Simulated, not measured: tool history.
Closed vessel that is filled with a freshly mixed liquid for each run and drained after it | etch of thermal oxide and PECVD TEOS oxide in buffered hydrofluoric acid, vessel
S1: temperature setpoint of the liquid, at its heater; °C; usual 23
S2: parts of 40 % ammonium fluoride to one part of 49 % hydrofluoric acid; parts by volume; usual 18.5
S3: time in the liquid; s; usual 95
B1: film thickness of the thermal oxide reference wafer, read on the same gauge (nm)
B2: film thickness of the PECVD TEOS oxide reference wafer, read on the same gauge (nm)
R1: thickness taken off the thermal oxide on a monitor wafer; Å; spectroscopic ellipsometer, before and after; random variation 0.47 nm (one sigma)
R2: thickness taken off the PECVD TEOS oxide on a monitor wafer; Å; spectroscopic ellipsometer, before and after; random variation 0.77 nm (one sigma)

run 1 day=0 | S1=23 S2=18.5 S3=115 | B1=29.96 B2=70.01 | R1=917.3 R2=1271.7
run 2 day=0.392 | S1=23 S2=18.5 S3=115 | B1=30 B2=70.02 | R1=931.5 R2=1292.3
run 3 day=1.042 | S1=23 S2=18.5 S3=115 | B1=29.95 B2=69.97 | R1=936.3 R2=1274.2
run 4 day=1.629 | S1=23 S2=18.5 S3=95 | B1=30.01 B2=69.98 | R1=781.1 R2=1055.5
run 5 day=2.079 | S1=23 S2=18.5 S3=95 | B1=29.99 B2=69.99 | R1=760.8 R2=1068.4
run 6 day=2.371 | S1=23 S2=18.5 S3=95 | B1=30.03 B2=70 | R1=777.2 R2=1077
run 7 day=2.838 | S1=23 S2=18.5 S3=95 | B1=30.01 B2=70 | R1=775.9 R2=1054
-- day=3.238 gauge calibrated
-- day=3.479 hydrofluoric acid flow meter replaced
run 8 day=3.5 | S1=23 S2=18.5 S3=95 | B1=30 B2=70 | R1=773.5 R2=1055.3
run 9 day=4.071 | S1=23 S2=22.5 S3=55 | B1=30.01 B2=70.01 | R1=383.4 R2=532.6
-- day=4.342 thermometer replaced
run 10 day=4.458 | S1=23 S2=24 S3=95 | B1=29.97 B2=70 | R1=546.5 R2=759.7
run 11 day=5.088 | S1=23 S2=18.5 S3=95 | B1=30.05 B2=69.99 | R1=686.8 R2=934.2
run 12 day=5.642 | S1=18 S2=18.5 S3=120 | B1=30.01 B2=70 | R1=651.2 R2=897.1
run 13 day=6.204 | S1=23 S2=21 S3=95 | B1=29.98 B2=69.96 | R1=611.1 R2=837.8
run 14 day=6.925 | S1=24.5 S2=18.5 S3=65 | B1=29.98 B2=69.98 | R1=504.3 R2=695.9
run 15 day=7.567 | S1=23 S2=18.5 S3=135 | B1=30 B2=69.97 | R1=977.7 R2=1328
run 16 day=7.967 | S1=23 S2=23.5 S3=40 | B1=29.98 B2=69.97 | R1=239.6 R2=323.8
run 17 day=8.292 | S1=23 S2=21 S3=95 | B1=30.02 B2=70 | R1=616.5 R2=839.2
run 18 day=8.754 | S1=27 S2=13 S3=135 | B1=30.02 B2=69.98 | R1=1710.7 R2=2340.8
run 19 day=9.5 | S1=23 S2=21.5 S3=95 | B1=29.96 B2=69.97 | R1=597.5 R2=831.2
run 20 day=10.071 | S1=19 S2=18.5 S3=95 | B1=29.99 B2=69.98 | R1=547.9 R2=753.4
run 21 day=10.329 | S1=23 S2=15.5 S3=95 | B1=29.99 B2=70.03 | R1=820.4 R2=1118.2
run 22 day=10.692 | S1=27 S2=15 S3=50 | B1=30.01 B2=70.01 | R1=550 R2=753.1

Forecast run 23:
run 23 day=11.35 | S1=23 S2=18.5 S3=95 | B1=? B2=? | R1=? R2=?

Run 23 gave B1 29.98, B2 70.03, R1 687.7 Å, R2 942.9 Å.
Without the tool's hidden state the same run would have given R1 663.2 Å, R2 909.3 Å.

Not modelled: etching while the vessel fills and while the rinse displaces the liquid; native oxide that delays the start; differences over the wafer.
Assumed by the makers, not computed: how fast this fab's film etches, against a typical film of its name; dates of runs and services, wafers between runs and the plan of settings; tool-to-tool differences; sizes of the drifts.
